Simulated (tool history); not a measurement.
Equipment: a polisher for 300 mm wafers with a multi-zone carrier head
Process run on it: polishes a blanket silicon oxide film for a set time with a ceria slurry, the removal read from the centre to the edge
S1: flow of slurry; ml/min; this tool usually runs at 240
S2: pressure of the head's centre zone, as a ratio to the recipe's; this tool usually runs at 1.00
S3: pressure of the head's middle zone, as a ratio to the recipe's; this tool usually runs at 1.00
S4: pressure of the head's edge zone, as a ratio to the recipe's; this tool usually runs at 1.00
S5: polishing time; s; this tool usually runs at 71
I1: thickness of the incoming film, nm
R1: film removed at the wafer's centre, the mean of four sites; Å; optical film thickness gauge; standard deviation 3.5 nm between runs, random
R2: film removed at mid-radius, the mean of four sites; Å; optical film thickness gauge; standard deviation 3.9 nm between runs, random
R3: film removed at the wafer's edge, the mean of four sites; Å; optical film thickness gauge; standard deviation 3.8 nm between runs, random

run 1 hour=0.0 | S1=240 S2=1.00 S3=0.96 S4=1.00 S5=71 | I1=1467.3 | R1=2785 R2=2494 R3=2624
run 2 hour=17.6 | S1=240 S2=1.00 S3=0.96 S4=1.00 S5=71 | I1=1435.8 | R1=2759 R2=2600 R3=2574
run 3 hour=29.2 | S1=240 S2=1.00 S3=1.00 S4=1.00 S5=71 | I1=1469.8 | R1=2762 R2=2649 R3=2700
run 4 hour=42.6 | S1=240 S2=1.00 S3=1.00 S4=1.00 S5=71 | I1=1479.8 | R1=2780 R2=2563 R3=2694
run 5 hour=65.3 | S1=240 S2=1.00 S3=1.07 S4=1.00 S5=71 | I1=1439.2 | R1=2765 R2=2723 R3=2687
run 6 hour=82.2 | S1=240 S2=1.00 S3=1.03 S4=1.00 S5=71 | I1=1441.2 | R1=2747 R2=2664 R3=2577
run 7 hour=89.2 | S1=240 S2=1.00 S3=1.03 S4=1.00 S5=71 | I1=1431.4 | R1=2757 R2=2755 R3=2605
-- hour=93.5 centre zone pressure recalibrated
run 8 hour=97.0 | S1=240 S2=1.00 S3=1.03 S4=1.00 S5=71 | I1=1449.2 | R1=2631 R2=2688 R3=2709
-- hour=106.8 worn pad replaced by a new one
run 9 hour=107.3 | S1=240 S2=1.00 S3=1.00 S4=1.00 S5=71 | I1=1466.2 | R1=2657 R2=2633 R3=2607
run 10 hour=122.0 | S1=240 S2=1.00 S3=1.00 S4=1.00 S5=71 | I1=1469.2 | R1=2686 R2=2599 R3=2648
run 11 hour=129.4 | S1=195 S2=1.00 S3=0.90 S4=1.09 S5=71 | I1=1431.2 | R1=2544 R2=2330 R3=2665
run 12 hour=143.3 | S1=155 S2=1.00 S3=1.00 S4=1.06 S5=71 | I1=1464.3 | R1=2512 R2=2415 R3=2636
-- hour=152.0 carrier head's membrane replaced by a new one
run 13 hour=158.2 | S1=240 S2=1.00 S3=0.89 S4=1.04 S5=85 | I1=1444.2 | R1=3161 R2=2912 R3=3218
run 14 hour=172.9 | S1=240 S2=1.00 S3=1.11 S4=1.00 S5=71 | I1=1446.9 | R1=2699 R2=2902 R3=2690
-- hour=175.1 edge zone pressure recalibrated
run 15 hour=179.9 | S1=240 S2=1.00 S3=1.00 S4=1.00 S5=71 | I1=1456.5 | R1=2823 R2=2672 R3=2647
-- hour=195.3 slurry nozzle cleaned
run 16 hour=195.8 | S1=240 S2=1.00 S3=1.00 S4=1.00 S5=71 | I1=1441.7 | R1=2758 R2=2699 R3=2669
run 17 hour=209.7 | S1=240 S2=1.00 S3=1.00 S4=1.00 S5=54 | I1=1462.4 | R1=2066 R2=2005 R3=1975
run 18 hour=221.3 | S1=240 S2=1.00 S3=1.11 S4=0.90 S5=51 | I1=1466.2 | R1=1986 R2=2116 R3=1819
run 19 hour=234.3 | S1=240 S2=1.00 S3=1.00 S4=1.12 S5=71 | I1=1457.1 | R1=2754 R2=2658 R3=2732
run 20 hour=251.4 | S1=160 S2=1.11 S3=1.00 S4=0.89 S5=80 | I1=1469.7 | R1=3263 R2=2742 R3=2618
-- hour=265.0 worn pad replaced by a new one
run 21 hour=265.5 | S1=185 S2=1.10 S3=1.00 S4=0.90 S5=71 | I1=1447.0 | R1=2969 R2=2537 R3=2423

Each row is a separate what-if for the run after 21, all from the same tool condition, not one after another. Results?
run A hour=265.9 | S1=240 S2=1.00 S3=1.00 S4=1.00 S5=71 | I1=1472.9 | R1=? R2=? R3=?
run B hour=265.9 | S1=240 S2=1.06 S3=0.96 S4=1.07 S5=85 | I1=1472.9 | R1=? R2=? R3=?
run C hour=265.9 | S1=240 S2=1.00 S3=0.95 S4=1.08 S5=71 | I1=1472.9 | R1=? R2=? R3=?
run D hour=265.9 | S1=270 S2=0.91 S3=1.00 S4=1.00 S5=89 | I1=1472.9 | R1=? R2=? R3=?
run E hour=265.9 | S1=240 S2=1.00 S3=1.03 S4=1.00 S5=52 | I1=1472.9 | R1=? R2=? R3=?

run=A R1=2712 R2=2645 R3=2610
run=B R1=3424 R2=3058 R3=3232
run=C R1=2711 R2=2533 R3=2713
run=D R1=3167 R2=3361 R3=3305
run=E R1=1987 R2=1986 R3=1911
Stripped of hidden state, with their random variation kept, the same runs would have yielded:
run=A R1=2473 R2=2646 R3=2610
run=B R1=3123 R2=3060 R3=3232
run=C R1=2472 R2=2534 R3=2713
run=D R1=2886 R2=3363 R3=3305
run=E R1=1812 R2=1987 R3=1911

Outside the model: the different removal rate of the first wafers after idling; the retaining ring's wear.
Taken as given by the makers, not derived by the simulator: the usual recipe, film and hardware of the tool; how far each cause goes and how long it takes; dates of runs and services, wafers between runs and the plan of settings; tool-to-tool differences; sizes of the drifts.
